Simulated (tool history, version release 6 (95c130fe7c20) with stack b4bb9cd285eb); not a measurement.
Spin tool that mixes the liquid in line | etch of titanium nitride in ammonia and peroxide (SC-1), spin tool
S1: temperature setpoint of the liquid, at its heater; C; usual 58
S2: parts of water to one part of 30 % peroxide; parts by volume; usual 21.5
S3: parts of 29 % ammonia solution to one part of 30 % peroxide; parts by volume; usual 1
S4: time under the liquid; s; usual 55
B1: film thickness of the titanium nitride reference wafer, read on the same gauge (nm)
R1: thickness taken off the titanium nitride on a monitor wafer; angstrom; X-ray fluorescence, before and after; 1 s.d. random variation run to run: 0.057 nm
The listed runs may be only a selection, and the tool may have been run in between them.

Run 1, hour 0: usual settings; B1 59.96. Result: R1 60.5 angstrom.
Run 2, hour 9.5: usual settings; B1 60.04. Result: R1 60.7 angstrom.
Run 3, hour 19.1: usual settings but S2 26.5 parts by volume, S3 0.75 parts by volume, S4 85 s; B1 59.99. Result: R1 78.5 angstrom.
Run 4, hour 34: usual settings; B1 59.99. Result: R1 60.5 angstrom.
Run 5, hour 46.9: usual settings; B1 59.98. Result: R1 60.5 angstrom.
Run 6, hour 64.3: usual settings but S3 1.2 parts by volume; B1 59.98. Result: R1 62.2 angstrom.
Run 7, hour 74.5: usual settings but S1 54 C, S4 65 s; B1 60.01. Result: R1 53.8 angstrom.
Run 8, hour 87.1: usual settings but S2 24.5 parts by volume; B1 60.01. Result: R1 56.2 angstrom.
Run 9, hour 104.5: usual settings but S1 54.5 C, S2 11 parts by volume, S3 1.2 parts by volume; B1 60. Result: R1 69.9 angstrom.
Run 10, hour 113.4: usual settings but S1 61.5 C, S2 30.5 parts by volume, S3 1.2 parts by volume, S4 75 s; B1 60.01. Result: R1 88.7 angstrom.
Run 11, hour 124.9: usual settings; B1 59.98. Result: R1 59.9 angstrom.
Run 12, hour 137: usual settings but S1 60.5 C, S2 18 parts by volume, S3 1.15 parts by volume, S4 75 s; B1 60.01. Result: R1 109 angstrom.
Run 13, hour 154.9: usual settings but S2 24.5 parts by volume; B1 60.04. Result: R1 55.8 angstrom.
Run 14, hour 172.7: usual settings but S1 67 C, S2 30.5 parts by volume, S3 1.2 parts by volume, S4 35 s; B1 60.01. Result: R1 58.9 angstrom.
Run 15, hour 183.2: usual settings but S1 60.5 C; B1 59.97. Result: R1 85.7 angstrom.
Run 16, hour 200.5: usual settings; B1 59.99. Result: R1 73.5 angstrom.
Run 17, hour 207.8: usual settings but S2 11.5 parts by volume; B1 60.03. Result: R1 102.6 angstrom.
Run 18, hour 225.2: usual settings but S2 29 parts by volume, S3 1.15 parts by volume, S4 75 s; B1 60. Result: R1 86.1 angstrom.
Run 19, hour 237.6: usual settings; B1 60. Result: R1 72.9 angstrom.
Run 20, hour 253.1: usual settings but S1 50 C, S3 0.8 parts by volume, S4 25 s; B1 59.95. Result: R1 18.6 angstrom.
Run 21, hour 262.7: usual settings; B1 59.99. Result: R1 73 angstrom.
Run 22, hour 278.5: usual settings but S1 65 C, S2 27.5 parts by volume, S3 0.55 parts by volume, S4 25 s; B1 59.99. Result: R1 40.7 angstrom.
Run 23, hour 289.3: usual settings; B1 59.98. Result: R1 73 angstrom.
Run 24, hour 305.7: usual settings; B1 59.98. Result: R1 72.3 angstrom.
Run 25, hour 314.6: usual settings but S1 62.5 C, S3 1.2 parts by volume; B1 59.98. Result: R1 100.9 angstrom.

Removed from this log: 4 entries logged between the listed runs. Between which two listed runs does each belong, and how does the tool's hidden state at the listed run before it compare with that at the listed run after it?
Between runs 6 and 7: gauge calibrated (hour 66.7); ammonia flow meter replaced (hour 72)
  temperature lost on the way to the wafer (K): 3.11 -> 3.12
  what was measured, less what the result would be without the hidden state, R1: -14.4 -> -12.8 angstrom
Between runs 8 and 9: thermometer replaced (hour 95.5)
  temperature lost on the way to the wafer (K): 3.13 -> 3.15
  what was measured, less what the result would be without the hidden state, R1: -13.1 -> -16.8 angstrom
Between runs 14 and 15: heated supply line repaired (hour 176.1)
  temperature lost on the way to the wafer (K): 3.2 -> 0.21
  what was measured, less what the result would be without the hidden state, R1: -13.2 -> -1.1 angstrom
